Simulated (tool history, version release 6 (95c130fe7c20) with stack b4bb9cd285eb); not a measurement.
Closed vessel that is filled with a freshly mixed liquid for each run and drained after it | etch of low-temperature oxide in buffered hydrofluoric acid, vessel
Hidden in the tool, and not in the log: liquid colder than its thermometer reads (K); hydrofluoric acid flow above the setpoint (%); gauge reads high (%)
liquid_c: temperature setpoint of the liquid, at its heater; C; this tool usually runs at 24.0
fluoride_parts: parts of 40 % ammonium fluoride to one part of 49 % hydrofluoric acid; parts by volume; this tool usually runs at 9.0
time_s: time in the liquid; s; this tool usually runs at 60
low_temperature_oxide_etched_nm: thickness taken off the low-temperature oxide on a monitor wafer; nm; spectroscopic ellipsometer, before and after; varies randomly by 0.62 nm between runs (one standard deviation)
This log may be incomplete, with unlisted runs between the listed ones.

run    hour  liquid_c  fluoride_parts  time_s  wafers since the last listed run  hours since the thermometer was replaced  hours since the hydrofluoric acid flow meter was replaced  hours since the gauge calibration  read-back film thickness of the low-temperature oxide reference wafer, read on the same gauge (nm)  low_temperature_oxide_etched_nm
  1     0.0      24.0             9.0      60                                 0                                    1066.9                                                     1454.4                              397.7                                                                                              140.03                           171.68
  2    66.9      24.0             9.0      85                              6702                                    1133.8                                                     1521.3                              464.6                                                                                              140.00                           243.96
  3   106.6      24.0             9.0      90                              3977                                    1173.5                                                     1561.0                              504.3                                                                                              139.99                           257.20
  4   134.8      24.0             9.0      60                              2825                                    1201.7                                                     1589.2                              532.5                                                                                              139.98                           172.55
  5   191.8      24.0             9.0      60                              5711                                    1258.7                                                     1646.2                              589.5                                                                                              140.01                           171.82
  6   260.8      24.0             6.5      60                              6913                                    1327.7                                                     1715.2                              658.5                                                                                              139.99                           236.65
  7   318.7      22.0             9.0      75                              5801                                    1385.6                                                     1773.1                              716.4                                                                                              140.01                           194.28
  8   342.9      22.0             9.0      75                              2424                                    1409.8                                                     1797.3                              740.6                                                                                              140.01                           193.11
  9   475.1      25.5             9.0      60                             13245                                    1542.0                                                     1929.5                              872.8                                                                                              140.01                           186.70
 10   506.3      25.5             9.0      60                              3126                                    1573.2                                                     1960.7                              904.0                                                                                              140.03                           186.96
 11   562.8      24.0             7.0      60                              5660                                    1629.7                                                     2017.2                              960.5                                                                                              140.03                           223.85
      606.2  -- gauge calibrated
 12   620.4      24.0             9.0      60                              5771                                    1687.3                                                     2074.8                               14.2                                                                                              140.00                           171.75
 13   674.6      19.5             6.5      45                              5430                                    1741.5                                                     2129.0                               68.4                                                                                              140.03                           138.37
      712.4  -- hydrofluoric acid flow meter replaced
 14   727.8      19.5             9.0      75                              5230                                    1794.7                                                       15.4                              121.6                                                                                              140.01                           155.66
 15   786.2      19.5             9.0      75                              5851                                    1853.1                                                       73.8                              180.0                                                                                              139.99                           154.68
      809.7  -- thermometer replaced
 16   847.1      26.0            11.5      45                              6001                                      37.4                                                      134.7                              240.9                                                                                              139.96                           115.83
 17   889.7      22.5             9.0      40                              4268                                      80.0                                                      177.3                              283.5                                                                                              140.00                           104.76
 18   943.8      24.0             9.0      40                              5420                                     134.1                                                      231.4                              337.6                                                                                              139.97                           114.10
 19   993.1      24.0             9.0      60                              4939                                     183.4                                                      280.7                              386.9                                                                                              140.01                           171.54
 20  1019.7      24.0             9.0      60                              2665                                     210.0                                                      307.3                              413.5                                                                                              140.00                           171.41
 21  1069.1      26.5             8.0      60                              4949                                     259.4                                                      356.7                              462.9                                                                                              139.99                           223.47
 22  1110.1      20.5             6.0      85                              4107                                     300.4                                                      397.7                              503.9                                                                                              140.01                           298.17

Here are 5 independent what-if runs from the current tool condition. What would each one return?
  A  1110.8      24.0             9.0      45                                70                                     301.1                                                      398.4                              504.6                                                                                                   ?                                ?
  B  1110.8      24.0             9.0      75                                70                                     301.1                                                      398.4                              504.6                                                                                                   ?                                ?
  C  1110.8      21.5             9.0      75                                70                                     301.1                                                      398.4                              504.6                                                                                                   ?                                ?
  D  1110.8      24.0             9.0      30                                70                                     301.1                                                      398.4                              504.6                                                                                                   ?                                ?
  E  1110.8      25.5            10.5      30                                70                                     301.1                                                      398.4                              504.6                                                                                                   ?                                ?

run  read-back film thickness of the low-temperature oxide reference wafer, read on the same gauge (nm)  low_temperature_oxide_etched_nm
  A                                                                                              140.00                           128.10
  B                                                                                              140.00                           213.51
  C                                                                                              140.00                           186.07
  D                                                                                              140.00                            85.40
  E                                                                                              140.00                            82.42
What these runs would have given with no unlogged condition in the tool:
run  low_temperature_oxide_etched_nm
  A                           125.70
  B                           209.50
  C                           182.61
  D                            83.80
  E                            81.13

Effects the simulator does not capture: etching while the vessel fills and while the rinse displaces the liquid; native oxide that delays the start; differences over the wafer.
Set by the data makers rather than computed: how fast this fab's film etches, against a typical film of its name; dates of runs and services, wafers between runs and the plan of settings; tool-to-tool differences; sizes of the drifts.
